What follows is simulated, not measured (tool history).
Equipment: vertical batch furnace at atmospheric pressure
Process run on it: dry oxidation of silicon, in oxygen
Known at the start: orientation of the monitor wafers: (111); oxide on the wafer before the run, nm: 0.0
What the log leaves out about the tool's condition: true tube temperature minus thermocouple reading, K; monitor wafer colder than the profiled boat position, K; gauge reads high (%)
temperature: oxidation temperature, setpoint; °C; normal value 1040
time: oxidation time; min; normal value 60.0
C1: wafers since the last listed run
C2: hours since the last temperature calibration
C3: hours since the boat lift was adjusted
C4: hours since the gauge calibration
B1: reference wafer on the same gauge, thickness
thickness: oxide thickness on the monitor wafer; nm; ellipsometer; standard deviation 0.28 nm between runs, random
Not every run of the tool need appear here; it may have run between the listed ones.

{"run": 1, "hour": 0.0, "temperature": 1030, "time": 60.0, "C1": 0, "C2": 1288.3, "C3": 3180.3, "C4": 215.3, "B1": 86.01, "thickness": 76.49}
{"run": 2, "hour": 64.0, "temperature": 1030, "time": 60.0, "C1": 1216, "C2": 1352.3, "C3": 3244.3, "C4": 279.3, "B1": 85.99, "thickness": 77.17}
{"run": 3, "hour": 115.5, "temperature": 1040, "time": 60.0, "C1": 979, "C2": 1403.8, "C3": 3295.8, "C4": 330.8, "B1": 85.98, "thickness": 81.91}
{"run": 4, "hour": 170.1, "temperature": 1040, "time": 60.0, "C1": 1037, "C2": 1458.4, "C3": 3350.4, "C4": 385.4, "B1": 86.0, "thickness": 81.93}
{"run": 5, "hour": 201.1, "temperature": 1024, "time": 36.5, "C1": 589, "C2": 1489.4, "C3": 3381.4, "C4": 416.4, "B1": 86.0, "thickness": 53.55}
{"run": 6, "hour": 240.5, "temperature": 1024, "time": 36.5, "C1": 748, "C2": 1528.8, "C3": 3420.8, "C4": 455.8, "B1": 86.05, "thickness": 53.95}
{"run": 7, "hour": 283.6, "temperature": 1040, "time": 60.0, "C1": 819, "C2": 1571.9, "C3": 3463.9, "C4": 498.9, "B1": 86.01, "thickness": 82.73}
{"run": 8, "hour": 344.4, "temperature": 1040, "time": 60.0, "C1": 1155, "C2": 1632.7, "C3": 3524.7, "C4": 559.7, "B1": 86.0, "thickness": 82.56}
{"run": 9, "hour": 377.8, "temperature": 1040, "time": 60.0, "C1": 634, "C2": 1666.1, "C3": 3558.1, "C4": 593.1, "B1": 85.95, "thickness": 82.1}
{"run": 10, "hour": 446.8, "temperature": 1045, "time": 72.0, "C1": 1311, "C2": 1735.1, "C3": 3627.1, "C4": 662.1, "B1": 85.99, "thickness": 95.28}
{"run": 11, "hour": 492.6, "temperature": 1045, "time": 72.0, "C1": 870, "C2": 1780.9, "C3": 3672.9, "C4": 707.9, "B1": 85.95, "thickness": 95.18}
{"hour": 550.9, "done": "gauge calibrated"}
{"hour": 552.4, "done": "boat lift adjusted"}
{"hour": 576.5, "done": "thermocouples replaced and temperature profile calibrated"}
{"run": 12, "hour": 577.0, "temperature": 1045, "time": 72.0, "C1": 691, "C2": 0.5, "C3": 24.6, "C4": 26.1, "B1": 86.01, "thickness": 97.68}
{"run": 13, "hour": 581.3, "temperature": 1063, "time": 36.0, "C1": 81, "C2": 4.8, "C3": 28.9, "C4": 30.4, "B1": 86.06, "thickness": 69.48}
{"run": 14, "hour": 630.6, "temperature": 1053, "time": 76.0, "C1": 937, "C2": 54.1, "C3": 78.2, "C4": 79.7, "B1": 86.0, "thickness": 105.16}
{"run": 15, "hour": 659.3, "temperature": 1061, "time": 60.0, "C1": 545, "C2": 82.8, "C3": 106.9, "C4": 108.4, "B1": 86.0, "thickness": 95.43}
{"run": 16, "hour": 722.9, "temperature": 1032, "time": 46.0, "C1": 1209, "C2": 146.4, "C3": 170.5, "C4": 172.0, "B1": 86.05, "thickness": 67.27}
{"run": 17, "hour": 750.6, "temperature": 1024, "time": 60.0, "C1": 526, "C2": 174.1, "C3": 198.2, "C4": 199.7, "B1": 85.99, "thickness": 76.48}
{"run": 18, "hour": 819.6, "temperature": 1026, "time": 60.0, "C1": 1311, "C2": 243.1, "C3": 267.2, "C4": 268.7, "B1": 85.96, "thickness": 77.24}
{"hour": 867.1, "done": "thermocouples replaced and temperature profile calibrated, repeated, since the last time left the tool worse"}
{"run": 19, "hour": 867.6, "temperature": 1040, "time": 60.0, "C1": 456, "C2": 0.5, "C3": 315.2, "C4": 316.7, "B1": 85.98, "thickness": 80.74}
{"run": 20, "hour": 898.6, "temperature": 1050, "time": 60.0, "C1": 589, "C2": 31.5, "C3": 346.2, "C4": 347.7, "B1": 85.99, "thickness": 85.63}
{"run": 21, "hour": 964.9, "temperature": 1040, "time": 60.0, "C1": 1260, "C2": 97.8, "C3": 412.5, "C4": 414.0, "B1": 85.99, "thickness": 81.13}
{"run": 22, "hour": 1026.2, "temperature": 1040, "time": 60.0, "C1": 1165, "C2": 159.1, "C3": 473.8, "C4": 475.3, "B1": 85.96, "thickness": 81.43}
{"run": 23, "hour": 1064.2, "temperature": 1059, "time": 51.0, "C1": 722, "C2": 197.1, "C3": 511.8, "C4": 513.3, "B1": 86.01, "thickness": 82.18}
{"run": 24, "hour": 1115.3, "temperature": 1040, "time": 60.0, "C1": 971, "C2": 248.2, "C3": 562.9, "C4": 564.4, "B1": 85.99, "thickness": 80.82}
{"run": 25, "hour": 1168.0, "temperature": 1027, "time": 69.0, "C1": 1001, "C2": 300.9, "C3": 615.6, "C4": 617.1, "B1": 85.96, "thickness": 81.89}

Hidden state at the last listed run before each entry between runs and at the first one after, where it differs:
In the gap between runs 11 and 12: gauge calibrated (hour 550.9); boat lift adjusted (hour 552.4); thermocouples replaced and temperature profile calibrated (hour 576.5)
  true tube temperature minus thermocouple reading, K: 3.15 -> 6.42
  measured less the result without the state, thickness: +1.72 -> +3.56 nm
In the gap between runs 18 and 19: thermocouples replaced and temperature profile calibrated, repeated, since the last time left the tool worse (hour 867.1)
  true tube temperature minus thermocouple reading, K: 6.48 -> 0.363
  measured less the result without the state, thickness: +3.06 -> +0.17 nm
